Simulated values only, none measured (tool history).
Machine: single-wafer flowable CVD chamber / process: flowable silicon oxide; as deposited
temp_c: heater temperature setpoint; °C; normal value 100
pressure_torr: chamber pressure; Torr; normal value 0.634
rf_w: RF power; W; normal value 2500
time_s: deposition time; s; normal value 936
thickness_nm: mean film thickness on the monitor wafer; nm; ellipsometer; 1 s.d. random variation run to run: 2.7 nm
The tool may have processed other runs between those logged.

run    hour  temp_c  pressure_torr  rf_w  time_s  wafers since the last listed run  hours since the last thermocouple change  hours since the last RF generator calibration  hours since the last manometer calibration  hours since the showerhead was replaced  hours since the gauge calibration  read-back reference wafer on the same gauge, thickness_nm  thickness_nm
  1     0.0     100          0.634  2500     936                                 0                                    1214.2                                         2263.3                                      2214.7                                   4381.4                             1011.3                                                    456.443       468.219
  2    46.8     100          0.735  2500     936                               134                                    1261.0                                         2310.1                                      2261.5                                   4428.2                             1058.1                                                    455.053       526.590
  3   143.1     100          0.735  2500     936                               276                                    1357.3                                         2406.4                                      2357.8                                   4524.5                             1154.4                                                    456.063       525.657
  4   185.3     100          0.735  2500     936                               121                                    1399.5                                         2448.6                                      2400.0                                   4566.7                             1196.6                                                    456.126       533.536
      228.5  -- thermocouple changed; heater temperature recalibrated
  5   242.4     100          0.634  2500     936                               141                                      13.9                                         2505.7                                      2457.1                                   4623.8                             1253.7                                                    456.434       447.292
  6   293.7     100          0.634  2500     936                               147                                      65.2                                         2557.0                                      2508.4                                   4675.1                             1305.0                                                    456.533       448.427
      312.3  -- RF generator calibrated
  7   360.8     100          0.634  2500    1016                               169                                     132.3                                           48.5                                      2575.5                                   4742.2                             1372.1                                                    455.756       495.169
  8   450.5     100          0.634  2500     936                               257                                     222.0                                          138.2                                      2665.2                                   4831.9                             1461.8                                                    456.297       455.938
  9   522.6      94          0.562  2500     936                               207                                     294.1                                          210.3                                      2737.3                                   4904.0                             1533.9                                                    455.973       517.143
 10   561.0     100          0.634  2500     936                               110                                     332.5                                          248.7                                      2775.7                                   4942.4                             1572.3                                                    456.039       459.337
      575.0  -- showerhead replaced
 11   636.7     107          0.531  2895     774                               194                                     408.2                                          324.4                                      2851.4                                     61.7                             1648.0                                                    456.234       256.914
      681.5  -- capacitance manometer re-zeroed and calibrated
 12   730.6     100          0.516  2500     824                               246                                     502.1                                          418.3                                        49.1                                    155.6                             1741.9                                                    456.497       369.628
 13   803.2      92          0.634  2500    1065                               208                                     574.7                                          490.9                                       121.7                                    228.2                             1814.5                                                    455.775       755.376
 14   910.6     100          0.634  2020     936                               308                                     682.1                                          598.3                                       229.1                                    335.6                             1921.9                                                    455.322       488.133
 15   982.0     100          0.634  2500     936                               205                                     753.5                                          669.7                                       300.5                                    407.0                             1993.3                                                    455.392       493.470
      983.8  -- gauge calibrated
 16  1058.0      87          0.634  2220     936                               218                                     829.5                                          745.7                                       376.5                                    483.0                               74.2                                                    455.790       778.576
 17  1164.6     100          0.573  2260     936                               306                                     936.1                                          852.3                                       483.1                                    589.6                              180.8                                                    456.014       454.386
 18  1477.7     100          0.634  2500     854                               899                                    1249.2                                         1165.4                                       796.2                                    902.7                              493.9                                                    455.968       452.005
 19  1562.6     115          0.681  2500     759                               243                                    1334.1                                         1250.3                                       881.1                                    987.6                              578.8                                                    456.518       243.013
 20  1638.2      95          0.591  2750    1097                               217                                    1409.7                                         1325.9                                       956.7                                   1063.2                              654.4                                                    455.660       672.694
 21  1711.8     100          0.634  2500     936                               211                                    1483.3                                         1399.5                                      1030.3                                   1136.8                              728.0                                                    455.903       495.275
 22  1795.9     100          0.634  2150    1007                               241                                    1567.4                                         1483.6                                      1114.4                                   1220.9                              812.1                                                    456.160       526.877
 23  1858.3     100          0.634  2500     936                               179                                    1629.8                                         1546.0                                      1176.8                                   1283.3                              874.5                                                    455.745       489.095
     1893.9  -- thermocouple changed; heater temperature recalibrated
 24  1927.6     100          0.634  2500     936                               176                                      33.7                                         1615.3                                      1246.1                                   1352.6                              943.8                                                    456.409       459.395
 25  1978.2     100          0.634  2500     936                               145                                      84.3                                         1665.9                                      1296.7                                   1403.2                              994.4                                                    455.519       458.970
 26  2051.9     100          0.634  2865     760                               211                                     158.0                                         1739.6                                      1370.4                                   1476.9                             1068.1                                                    455.656       382.075
 27  2096.5     100          0.634  2500     936                               128                                     202.6                                         1784.2                                      1415.0                                   1521.5                             1112.7                                                    456.300       464.217
 28  2252.7      86          0.681  2975     936                               448                                     358.8                                         1940.4                                      1571.2                                   1677.7                             1268.9                                                    456.449       838.134
 29  2294.6     100          0.634  2500     936                               120                                     400.7                                         1982.3                                      1613.1                                   1719.6                             1310.8                                                    455.679       469.098

Hidden condition of the tool, last listed run before each entry between runs versus first listed run after:
In the gap between runs 4 and 5: thermocouple changed; heater temperature recalibrated (hour 228.5)
  wafer temperature above the value expected at the setpoint (K): -1.52 -> -0.238; true pressure above the setpoint (%): -5.33 -> -5.46
  measured less the result without the state, thickness_nm: +6.824 -> -16.177 nm
In the gap between runs 6 and 7: RF generator calibrated (hour 312.3)
  wafer temperature above the value expected at the setpoint (K): -0.416 -> -0.623; true pressure above the setpoint (%): -5.57 -> -5.72
  measured less the result without the state, thickness_nm: -13.626 -> -11.794 nm
In the gap between runs 10 and 11: showerhead replaced (hour 575.0)
  wafer temperature above the value expected at the setpoint (K): -1.1 -> -1.24; true pressure above the setpoint (%): -6.15 -> -6.32
  measured less the result without the state, thickness_nm: -4.405 -> -1.713 nm
In the gap between runs 11 and 12: capacitance manometer re-zeroed and calibrated (hour 681.5)
  wafer temperature above the value expected at the setpoint (K): -1.24 -> -1.39; true pressure above the setpoint (%): -6.32 -> 0.453
  measured less the result without the state, thickness_nm: -1.713 -> +19.756 nm
In the gap between runs 15 and 16: gauge calibrated (hour 983.8)
  wafer temperature above the value expected at the setpoint (K): -1.67 -> -1.73; true pressure above the setpoint (%): -0.0959 -> -0.262
  measured less the result without the state, thickness_nm: +29.125 -> +43.207 nm
In the gap between runs 23 and 24: thermocouple changed; heater temperature recalibrated (hour 1893.9)
  wafer temperature above the value expected at the setpoint (K): -2.03 -> -0.0758; true pressure above the setpoint (%): -2.01 -> -2.16
  measured less the result without the state, thickness_nm: +28.042 -> -6.720 nm

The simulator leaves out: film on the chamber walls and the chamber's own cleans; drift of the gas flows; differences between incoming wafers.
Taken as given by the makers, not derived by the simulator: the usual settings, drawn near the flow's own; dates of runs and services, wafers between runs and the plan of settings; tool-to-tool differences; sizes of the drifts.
